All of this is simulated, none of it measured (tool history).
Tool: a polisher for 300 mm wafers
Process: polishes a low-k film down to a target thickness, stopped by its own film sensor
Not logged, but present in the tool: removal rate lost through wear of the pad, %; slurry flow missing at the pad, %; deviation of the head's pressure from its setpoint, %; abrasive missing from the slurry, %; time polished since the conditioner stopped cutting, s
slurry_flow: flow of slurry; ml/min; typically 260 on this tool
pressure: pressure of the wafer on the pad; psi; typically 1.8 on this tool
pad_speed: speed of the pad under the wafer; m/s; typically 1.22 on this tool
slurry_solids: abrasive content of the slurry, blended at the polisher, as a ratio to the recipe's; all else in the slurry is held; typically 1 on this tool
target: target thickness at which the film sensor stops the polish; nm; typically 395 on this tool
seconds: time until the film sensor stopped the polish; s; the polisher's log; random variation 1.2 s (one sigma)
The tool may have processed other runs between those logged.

| run | day | slurry_flow | pressure | pad_speed | slurry_solids | target | wafers since the last listed run | wafers polished on this pad | hours since the slurry nozzle was cleaned | hours since the head pressure was calibrated | hours since the slurry blender was calibrated | hours since the conditioning disc was replaced | incoming thickness of the incoming film, nm | seconds |
|---|---|---|---|---|---|---|---|---|---|---|---|---|---|---|
| 1 | 0 | 260 | 1.8 | 1.22 | 1 | 395 | 0 | 855 | 613.6 | 35.8 | 113.8 | 151.9 | 432.2 | 93.7 |
| 2 | 1.154 | 260 | 1.8 | 1.22 | 1 | 390 | 160 | 1016 | 641.3 | 63.5 | 141.5 | 179.6 | 437.1 | 123.3 |
| 3 | 2 | 260 | 1.8 | 1.22 | 1 | 390 | 117 | 1134 | 661.6 | 83.8 | 161.8 | 199.9 | 446.7 | 145.6 |
|  | 2.567 | worn pad replaced by a new one |
|  | 5.225 | slurry nozzle cleaned |
|  | 5.867 | slurry blender recalibrated, repeated, since the last time left the tool worse |
| 4 | 6.488 | 260 | 1.8 | 1.22 | 1 | 395 | 584 | 529 | 30.3 | 191.5 | 14.9 | 307.6 | 446.3 | 103.9 |
| 5 | 7.608 | 260 | 1.8 | 1.58 | 1 | 395 | 156 | 685 | 57.2 | 218.4 | 41.8 | 334.5 | 442.8 | 82.6 |
| 6 | 8.133 | 180 | 2.4 | 1.22 | 1.25 | 380 | 73 | 758 | 69.8 | 231 | 54.4 | 347.1 | 433.4 | 80.7 |
| 7 | 9.471 | 260 | 1.8 | 1.22 | 1 | 401 | 186 | 945 | 101.9 | 263.1 | 86.5 | 379.2 | 439.1 | 80.4 |
| 8 | 10.904 | 260 | 2 | 0.84 | 1.3 | 387 | 199 | 1144 | 136.3 | 297.5 | 120.9 | 413.6 | 437.4 | 111.9 |
|  | 11.2 | conditioning disc replaced and pad reconditioned |
|  | 12.012 | worn pad replaced by a new one |
| 9 | 12.267 | 335 | 1.8 | 1.22 | 0.8 | 395 | 155 | 35 | 169 | 330.2 | 153.6 | 25.6 | 437.3 | 96 |
| 10 | 12.917 | 235 | 2.3 | 1.22 | 0.7 | 402 | 90 | 126 | 184.6 | 345.8 | 169.2 | 41.2 | 444.2 | 86.9 |
| 11 | 13.596 | 170 | 1.8 | 1.22 | 1 | 395 | 94 | 220 | 200.9 | 362.1 | 185.5 | 57.5 | 432.1 | 83.8 |
| 12 | 14.162 | 260 | 1.4 | 0.94 | 1.3 | 407 | 78 | 299 | 214.5 | 375.7 | 199.1 | 71.1 | 443 | 109.7 |
|  | 14.825 | slurry blender recalibrated |
| 13 | 15.596 | 260 | 1.8 | 1.22 | 1.1 | 409 | 188 | 488 | 248.9 | 410.1 | 18.5 | 105.5 | 435 | 51.1 |
| 14 | 16.533 | 260 | 1.8 | 1.42 | 1 | 395 | 130 | 618 | 271.4 | 432.6 | 41 | 128 | 435.3 | 73.3 |
|  | 19.992 | head pressure recalibrated |
| 15 | 20.229 | 260 | 1.8 | 1.22 | 1.2 | 401 | 503 | 1122 | 360.1 | 5.7 | 129.7 | 216.7 | 435.3 | 68.1 |
|  | 21.125 | worn pad replaced by a new one |
| 16 | 21.3 | 260 | 1.8 | 1.22 | 1 | 395 | 126 | 24 | 385.8 | 31.4 | 155.4 | 242.4 | 436.2 | 86.6 |
| 17 | 22.321 | 260 | 1.8 | 1.22 | 1 | 395 | 142 | 166 | 410.3 | 55.9 | 179.9 | 266.9 | 438 | 95 |
| 18 | 23.558 | 260 | 1.4 | 1.22 | 1 | 408 | 172 | 339 | 440 | 85.6 | 209.6 | 296.6 | 440.1 | 87.5 |
| 19 | 24.788 | 260 | 1.8 | 1.22 | 1 | 395 | 171 | 510 | 469.5 | 115.1 | 239.1 | 326.1 | 433.6 | 85.5 |
|  | 25.558 | slurry blender recalibrated |
| 20 | 26.146 | 260 | 1.8 | 1.04 | 1 | 382 | 177 | 688 | 502.1 | 147.7 | 14.1 | 358.7 | 438.5 | 130.6 |
| 21 | 27.154 | 260 | 1.8 | 1.22 | 1 | 389 | 140 | 829 | 526.3 | 171.9 | 38.3 | 382.9 | 436.5 | 97.5 |
| 22 | 27.954 | 260 | 1.8 | 1.22 | 1.1 | 409 | 111 | 940 | 545.5 | 191.1 | 57.5 | 402.1 | 440.7 | 63.3 |
|  | 28.817 | conditioning disc replaced and pad reconditioned |
| 23 | 28.838 | 260 | 2.3 | 1.22 | 1 | 410 | 111 | 1052 | 566.7 | 212.3 | 78.7 | 0.5 | 445.4 | 56.9 |
| 24 | 29.296 | 260 | 1.8 | 1.22 | 1 | 395 | 63 | 1116 | 577.7 | 223.3 | 89.7 | 11.5 | 442.4 | 98.3 |
| 25 | 30.712 | 190 | 1.8 | 1.6 | 1 | 395 | 197 | 1313 | 611.7 | 257.3 | 123.7 | 45.5 | 438.8 | 77 |

Branching from run 25: 4 alternative next runs. What would each branch give?
| A | 30.733 | 220 | 1.8 | 1.22 | 1 | 395 | 2 | 1316 | 612.2 | 257.8 | 124.2 | 46 | 437.9 | ? |
| B | 30.733 | 260 | 1.8 | 1.22 | 1 | 404 | 2 | 1316 | 612.2 | 257.8 | 124.2 | 46 | 437.9 | ? |
| C | 30.733 | 260 | 2.3 | 1.22 | 1 | 395 | 2 | 1316 | 612.2 | 257.8 | 124.2 | 46 | 437.9 | ? |
| D | 30.733 | 260 | 1.8 | 1.54 | 1 | 395 | 2 | 1316 | 612.2 | 257.8 | 124.2 | 46 | 437.9 | ? |

| run | seconds |
|---|---|
| A | 93 |
| B | 72 |
| C | 71.3 |
| D | 76.2 |
What these runs would have given with no unlogged condition in the tool:
| run | seconds |
|---|---|
| A | 89.7 |
| B | 69.4 |
| C | 68.8 |
| D | 73.4 |
